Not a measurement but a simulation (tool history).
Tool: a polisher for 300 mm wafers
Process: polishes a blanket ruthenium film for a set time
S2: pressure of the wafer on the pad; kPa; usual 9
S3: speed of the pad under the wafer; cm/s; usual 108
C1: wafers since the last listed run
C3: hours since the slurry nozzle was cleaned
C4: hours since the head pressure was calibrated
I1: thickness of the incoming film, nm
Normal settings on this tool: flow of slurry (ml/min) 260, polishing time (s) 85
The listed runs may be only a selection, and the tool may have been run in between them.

run 1 day=0 | flow_of_slurry_(ml/min)=260 S2=9 S3=108 polishing_time_(s)=85 | C1=0 wafers_polished_on_this_pad=1014 C3=330.7 C4=373.8 | I1=281.5 | film_removed_(Å)=558
run 2 day=0.767 | flow_of_slurry_(ml/min)=260 S2=9 S3=108 polishing_time_(s)=85 | C1=126 wafers_polished_on_this_pad=1141 C3=349.1 C4=392.2 | I1=285.1 | film_removed_(Å)=556
-- day=1.325 worn pad replaced by a new one
run 3 day=1.6 | flow_of_slurry_(ml/min)=260 S2=9 S3=108 polishing_time_(s)=85 | C1=110 wafers_polished_on_this_pad=45 C3=369.1 C4=412.2 | I1=283.1 | film_removed_(Å)=586
run 4 day=3.083 | flow_of_slurry_(ml/min)=260 S2=9 S3=108 polishing_time_(s)=85 | C1=245 wafers_polished_on_this_pad=290 C3=404.7 C4=447.8 | I1=277 | film_removed_(Å)=568
run 5 day=4.225 | flow_of_slurry_(ml/min)=260 S2=9 S3=108 polishing_time_(s)=85 | C1=188 wafers_polished_on_this_pad=479 C3=432.1 C4=475.2 | I1=279.2 | film_removed_(Å)=558
run 6 day=4.892 | flow_of_slurry_(ml/min)=260 S2=9 S3=94 polishing_time_(s)=85 | C1=110 wafers_polished_on_this_pad=589 C3=448.1 C4=491.2 | I1=279.9 | film_removed_(Å)=514
run 7 day=5.962 | flow_of_slurry_(ml/min)=260 S2=9 S3=94 polishing_time_(s)=85 | C1=177 wafers_polished_on_this_pad=766 C3=473.8 C4=516.9 | I1=282.3 | film_removed_(Å)=514
run 8 day=7.279 | flow_of_slurry_(ml/min)=260 S2=9 S3=94 polishing_time_(s)=85 | C1=217 wafers_polished_on_this_pad=984 C3=505.4 C4=548.5 | I1=275.6 | film_removed_(Å)=512
run 9 day=8.521 | flow_of_slurry_(ml/min)=260 S2=9 S3=108 polishing_time_(s)=85 | C1=205 wafers_polished_on_this_pad=1189 C3=535.2 C4=578.3 | I1=281 | film_removed_(Å)=547
run 10 day=9.329 | flow_of_slurry_(ml/min)=260 S2=9 S3=108 polishing_time_(s)=85 | C1=133 wafers_polished_on_this_pad=1323 C3=554.6 C4=597.7 | I1=283 | film_removed_(Å)=541
-- day=9.625 worn pad replaced by a new one
run 11 day=10.079 | flow_of_slurry_(ml/min)=260 S2=9 S3=108 polishing_time_(s)=85 | C1=96 wafers_polished_on_this_pad=74 C3=572.6 C4=615.7 | I1=284.8 | film_removed_(Å)=590
run 12 day=10.996 | flow_of_slurry_(ml/min)=190 S2=9 S3=130 polishing_time_(s)=85 | C1=151 wafers_polished_on_this_pad=226 C3=594.6 C4=637.7 | I1=277.2 | film_removed_(Å)=620
-- day=11.146 head pressure recalibrated
run 13 day=11.883 | flow_of_slurry_(ml/min)=200 S2=7.6 S3=108 polishing_time_(s)=85 | C1=132 wafers_polished_on_this_pad=359 C3=615.9 C4=17.7 | I1=280.9 | film_removed_(Å)=473
run 14 day=12.571 | flow_of_slurry_(ml/min)=260 S2=9 S3=108 polishing_time_(s)=71 | C1=113 wafers_polished_on_this_pad=473 C3=632.4 C4=34.2 | I1=278.9 | film_removed_(Å)=482
run 15 day=13.854 | flow_of_slurry_(ml/min)=260 S2=6.2 S3=74 polishing_time_(s)=109 | C1=212 wafers_polished_on_this_pad=685 C3=663.2 C4=65 | I1=283.9 | film_removed_(Å)=402
run 16 day=14.367 | flow_of_slurry_(ml/min)=345 S2=11 S3=108 polishing_time_(s)=85 | C1=84 wafers_polished_on_this_pad=770 C3=675.5 C4=77.3 | I1=280.3 | film_removed_(Å)=715
-- day=15.275 slurry nozzle cleaned
run 17 day=15.708 | flow_of_slurry_(ml/min)=260 S2=12.4 S3=108 polishing_time_(s)=63 | C1=214 wafers_polished_on_this_pad=984 C3=10.4 C4=109.5 | I1=279.2 | film_removed_(Å)=571
run 18 day=16.796 | flow_of_slurry_(ml/min)=260 S2=9 S3=108 polishing_time_(s)=85 | C1=179 wafers_polished_on_this_pad=1164 C3=36.5 C4=135.6 | I1=280.4 | film_removed_(Å)=562
-- day=17.688 worn pad replaced by a new one
run 19 day=18.158 | flow_of_slurry_(ml/min)=210 S2=11.7 S3=140 polishing_time_(s)=59 | C1=197 wafers_polished_on_this_pad=77 C3=69.2 C4=168.3 | I1=278.1 | film_removed_(Å)=614
run 20 day=22.558 | flow_of_slurry_(ml/min)=195 S2=10.3 S3=124 polishing_time_(s)=85 | C1=727 wafers_polished_on_this_pad=805 C3=174.8 C4=273.9 | I1=281.4 | film_removed_(Å)=678
run 21 day=23.588 | flow_of_slurry_(ml/min)=305 S2=9 S3=108 polishing_time_(s)=85 | C1=170 wafers_polished_on_this_pad=975 C3=199.5 C4=298.6 | I1=279.8 | film_removed_(Å)=558
run 22 day=24.904 | flow_of_slurry_(ml/min)=260 S2=9 S3=132 polishing_time_(s)=85 | C1=217 wafers_polished_on_this_pad=1192 C3=231.1 C4=330.2 | I1=282.1 | film_removed_(Å)=631
run 23 day=25.638 | flow_of_slurry_(ml/min)=260 S2=9 S3=108 polishing_time_(s)=85 | C1=121 wafers_polished_on_this_pad=1314 C3=248.7 C4=347.8 | I1=280.3 | film_removed_(Å)=556

5 options for the next run, each taken on its own from the tool as it stands now. Forecast them:
run A day=25.658 | flow_of_slurry_(ml/min)=260 S2=9 S3=108 polishing_time_(s)=85 | C1=3 wafers_polished_on_this_pad=1317 C3=249.2 C4=348.3 | I1=284.8 | film_removed_(Å)=?
run B day=25.658 | flow_of_slurry_(ml/min)=190 S2=7.6 S3=88 polishing_time_(s)=57 | C1=3 wafers_polished_on_this_pad=1317 C3=249.2 C4=348.3 | I1=284.8 | film_removed_(Å)=?
run C day=25.658 | flow_of_slurry_(ml/min)=345 S2=9 S3=108 polishing_time_(s)=69 | C1=3 wafers_polished_on_this_pad=1317 C3=249.2 C4=348.3 | I1=284.8 | film_removed_(Å)=?
run D day=25.658 | flow_of_slurry_(ml/min)=260 S2=10.3 S3=132 polishing_time_(s)=85 | C1=3 wafers_polished_on_this_pad=1317 C3=249.2 C4=348.3 | I1=284.8 | film_removed_(Å)=?
run E day=25.658 | flow_of_slurry_(ml/min)=325 S2=9 S3=108 polishing_time_(s)=77 | C1=3 wafers_polished_on_this_pad=1317 C3=249.2 C4=348.3 | I1=284.8 | film_removed_(Å)=?

run=A film_removed_(Å)=553
run=B film_removed_(Å)=267
run=C film_removed_(Å)=462
run=D film_removed_(Å)=723
run=E film_removed_(Å)=512
With the hidden condition removed and each run's random variation left untouched, the same runs would have given:
run=A film_removed_(Å)=595
run=B film_removed_(Å)=288
run=C film_removed_(Å)=496
run=D film_removed_(Å)=778
run=E film_removed_(Å)=551
